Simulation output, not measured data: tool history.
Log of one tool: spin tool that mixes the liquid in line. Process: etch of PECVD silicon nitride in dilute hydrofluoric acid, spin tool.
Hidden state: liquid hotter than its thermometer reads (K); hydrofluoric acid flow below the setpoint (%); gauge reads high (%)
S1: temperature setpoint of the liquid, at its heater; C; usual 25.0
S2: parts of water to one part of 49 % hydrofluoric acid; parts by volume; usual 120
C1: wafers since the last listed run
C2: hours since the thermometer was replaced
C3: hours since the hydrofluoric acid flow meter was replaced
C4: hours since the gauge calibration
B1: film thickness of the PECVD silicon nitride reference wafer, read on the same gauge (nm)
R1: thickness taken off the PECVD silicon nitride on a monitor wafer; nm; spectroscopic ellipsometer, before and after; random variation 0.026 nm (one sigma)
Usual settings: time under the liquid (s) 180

{"run": 1, "hour": 0.0, "S1": 25.0, "S2": 120, "time under the liquid (s)": 180, "C1": 0, "C2": 2186.2, "C3": 452.4, "C4": 672.6, "B1": 70.027, "R1": 3.019}
{"run": 2, "hour": 48.1, "S1": 25.0, "S2": 120, "time under the liquid (s)": 180, "C1": 433, "C2": 2234.3, "C3": 500.5, "C4": 720.7, "B1": 70.006, "R1": 3.033}
{"run": 3, "hour": 78.4, "S1": 25.0, "S2": 120, "time under the liquid (s)": 180, "C1": 272, "C2": 2264.6, "C3": 530.8, "C4": 751.0, "B1": 70.0, "R1": 3.022}
{"run": 4, "hour": 125.1, "S1": 25.0, "S2": 120, "time under the liquid (s)": 180, "C1": 420, "C2": 2311.3, "C3": 577.5, "C4": 797.7, "B1": 69.991, "R1": 2.984}
{"run": 5, "hour": 208.1, "S1": 25.0, "S2": 120, "time under the liquid (s)": 180, "C1": 747, "C2": 2394.3, "C3": 660.5, "C4": 880.7, "B1": 69.997, "R1": 2.973}
{"run": 6, "hour": 276.0, "S1": 25.0, "S2": 120, "time under the liquid (s)": 180, "C1": 611, "C2": 2462.2, "C3": 728.4, "C4": 948.6, "B1": 70.009, "R1": 2.997}
{"run": 7, "hour": 332.8, "S1": 25.0, "S2": 120, "time under the liquid (s)": 180, "C1": 511, "C2": 2519.0, "C3": 785.2, "C4": 1005.4, "B1": 69.981, "R1": 3.01}
{"run": 8, "hour": 379.9, "S1": 25.0, "S2": 120, "time under the liquid (s)": 180, "C1": 424, "C2": 2566.1, "C3": 832.3, "C4": 1052.5, "B1": 70.005, "R1": 2.979}
{"run": 9, "hour": 427.9, "S1": 25.0, "S2": 120, "time under the liquid (s)": 110, "C1": 432, "C2": 2614.1, "C3": 880.3, "C4": 1100.5, "B1": 69.996, "R1": 1.87}
{"hour": 447.0, "done": "gauge calibrated"}
{"run": 10, "hour": 486.2, "S1": 25.0, "S2": 120, "time under the liquid (s)": 110, "C1": 525, "C2": 2672.4, "C3": 938.6, "C4": 39.2, "B1": 69.999, "R1": 1.859}
{"run": 11, "hour": 551.3, "S1": 25.0, "S2": 120, "time under the liquid (s)": 110, "C1": 586, "C2": 2737.5, "C3": 1003.7, "C4": 104.3, "B1": 70.019, "R1": 1.863}
{"run": 12, "hour": 584.3, "S1": 26.0, "S2": 120, "time under the liquid (s)": 180, "C1": 297, "C2": 2770.5, "C3": 1036.7, "C4": 137.3, "B1": 70.011, "R1": 3.251}
{"run": 13, "hour": 622.6, "S1": 25.0, "S2": 120, "time under the liquid (s)": 180, "C1": 344, "C2": 2808.8, "C3": 1075.0, "C4": 175.6, "B1": 69.994, "R1": 3.031}
{"hour": 672.7, "done": "thermometer replaced"}
{"run": 14, "hour": 680.1, "S1": 25.0, "S2": 120, "time under the liquid (s)": 180, "C1": 508, "C2": 7.4, "C3": 1132.5, "C4": 233.1, "B1": 70.017, "R1": 2.601}
{"run": 15, "hour": 737.5, "S1": 30.0, "S2": 155, "time under the liquid (s)": 70, "C1": 517, "C2": 64.8, "C3": 1189.9, "C4": 290.5, "B1": 70.012, "R1": 1.064}
{"run": 16, "hour": 786.3, "S1": 26.5, "S2": 175, "time under the liquid (s)": 235, "C1": 439, "C2": 113.6, "C3": 1238.7, "C4": 339.3, "B1": 69.999, "R1": 2.537}
{"hour": 787.9, "done": "hydrofluoric acid flow meter replaced"}
{"run": 17, "hour": 832.6, "S1": 25.0, "S2": 120, "time under the liquid (s)": 180, "C1": 408, "C2": 159.9, "C3": 44.7, "C4": 385.6, "B1": 70.003, "R1": 2.759}
{"run": 18, "hour": 902.3, "S1": 27.5, "S2": 70, "time under the liquid (s)": 250, "C1": 627, "C2": 229.6, "C3": 114.4, "C4": 455.3, "B1": 69.992, "R1": 7.751}
{"run": 19, "hour": 973.2, "S1": 23.5, "S2": 90, "time under the liquid (s)": 125, "C1": 638, "C2": 300.5, "C3": 185.3, "C4": 526.2, "B1": 69.986, "R1": 2.319}
{"run": 20, "hour": 1039.7, "S1": 25.0, "S2": 120, "time under the liquid (s)": 180, "C1": 598, "C2": 367.0, "C3": 251.8, "C4": 592.7, "B1": 70.006, "R1": 2.749}
{"run": 21, "hour": 1089.1, "S1": 25.0, "S2": 120, "time under the liquid (s)": 180, "C1": 444, "C2": 416.4, "C3": 301.2, "C4": 642.1, "B1": 69.99, "R1": 2.716}
{"run": 22, "hour": 1116.3, "S1": 28.0, "S2": 120, "time under the liquid (s)": 180, "C1": 244, "C2": 443.6, "C3": 328.4, "C4": 669.3, "B1": 70.011, "R1": 3.373}
{"run": 23, "hour": 1145.1, "S1": 23.5, "S2": 95, "time under the liquid (s)": 290, "C1": 259, "C2": 472.4, "C3": 357.2, "C4": 698.1, "B1": 69.996, "R1": 5.108}
{"run": 24, "hour": 1170.0, "S1": 28.5, "S2": 85, "time under the liquid (s)": 220, "C1": 224, "C2": 497.3, "C3": 382.1, "C4": 723.0, "B1": 70.007, "R1": 5.88}
{"run": 25, "hour": 1233.0, "S1": 25.0, "S2": 120, "time under the liquid (s)": 180, "C1": 567, "C2": 560.3, "C3": 445.1, "C4": 786.0, "B1": 69.991, "R1": 2.769}
{"run": 26, "hour": 1274.6, "S1": 28.0, "S2": 145, "time under the liquid (s)": 85, "C1": 374, "C2": 601.9, "C3": 486.7, "C4": 827.6, "B1": 70.006, "R1": 1.294}
{"run": 27, "hour": 1305.9, "S1": 25.0, "S2": 120, "time under the liquid (s)": 90, "C1": 281, "C2": 633.2, "C3": 518.0, "C4": 858.9, "B1": 70.015, "R1": 1.373}

The same runs without the tool's hidden state, with the same run-to-run variation:
run=1 R1=2.696
run=2 R1=2.707
run=3 R1=2.697
run=4 R1=2.661
run=5 R1=2.649
run=6 R1=2.668
run=7 R1=2.679
run=8 R1=2.650
run=9 R1=1.661
run=10 R1=1.651
run=11 R1=1.653
run=12 R1=2.889
run=13 R1=2.689
run=14 R1=2.685
run=15 R1=1.101
run=16 R1=2.621
run=17 R1=2.687
run=18 R1=7.540
run=19 R1=2.251
run=20 R1=2.671
run=21 R1=2.635
run=22 R1=3.277
run=23 R1=4.948
run=24 R1=5.703
run=25 R1=2.683
run=26 R1=1.256
run=27 R1=1.329

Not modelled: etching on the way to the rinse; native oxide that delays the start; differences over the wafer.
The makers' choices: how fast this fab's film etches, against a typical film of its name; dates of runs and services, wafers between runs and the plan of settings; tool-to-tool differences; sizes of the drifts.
